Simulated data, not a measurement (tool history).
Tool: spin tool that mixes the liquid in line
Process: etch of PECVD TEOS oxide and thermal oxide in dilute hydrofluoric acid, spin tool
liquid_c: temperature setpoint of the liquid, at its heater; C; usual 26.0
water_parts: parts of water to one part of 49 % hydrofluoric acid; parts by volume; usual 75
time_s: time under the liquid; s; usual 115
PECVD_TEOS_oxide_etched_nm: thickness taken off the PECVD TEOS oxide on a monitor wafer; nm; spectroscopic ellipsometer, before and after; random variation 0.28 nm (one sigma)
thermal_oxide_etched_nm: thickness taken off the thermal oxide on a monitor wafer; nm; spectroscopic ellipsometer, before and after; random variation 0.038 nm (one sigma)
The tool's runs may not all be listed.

run	hour	liquid_c	water_parts	time_s	read-back film thickness of the PECVD TEOS oxide reference wafer, read on the same gauge (nm)	read-back film thickness of the thermal oxide reference wafer, read on the same gauge (nm)	PECVD_TEOS_oxide_etched_nm	thermal_oxide_etched_nm
1	0.0	26.0	75	115	89.99	150.00	34.92	7.70
2	54.5	26.0	75	115	90.02	149.98	34.88	7.72
3	159.5	26.0	75	115	90.02	149.99	34.92	7.71
4	199.6	26.0	75	115	90.01	150.00	34.87	7.71
5	286.6	26.0	75	115	90.02	149.98	34.82	7.71
6	388.6	26.0	75	115	89.99	149.98	34.57	7.74
# hour 533.6: hydrofluoric acid flow meter replaced
7	556.8	26.0	75	115	90.02	150.00	33.32	7.39
8	638.2	26.0	75	115	90.01	150.02	33.92	7.43
9	740.3	26.0	75	115	89.99	150.01	33.62	7.40
10	842.9	22.5	75	70	90.00	149.99	17.39	3.89
11	945.6	22.5	75	70	89.98	150.00	17.53	3.92
12	984.6	26.0	75	115	89.99	150.01	33.67	7.32
# hour 999.6: thermometer replaced
13	1079.6	24.0	75	175	89.99	150.01	52.70	11.63

The next listed run, before its measurement:
14	1142.7	29.5	55	180	?	?	?	?

Run 14 gave read-back film thickness of the PECVD TEOS oxide reference wafer, read on the same gauge (nm) 89.99, read-back film thickness of the thermal oxide reference wafer, read on the same gauge (nm) 150.02, PECVD_TEOS_oxide_etched_nm 95.02 nm, thermal_oxide_etched_nm 21.10 nm.
Without the tool's hidden state the same run would have given PECVD_TEOS_oxide_etched_nm 93.01 nm, thermal_oxide_etched_nm 20.65 nm.
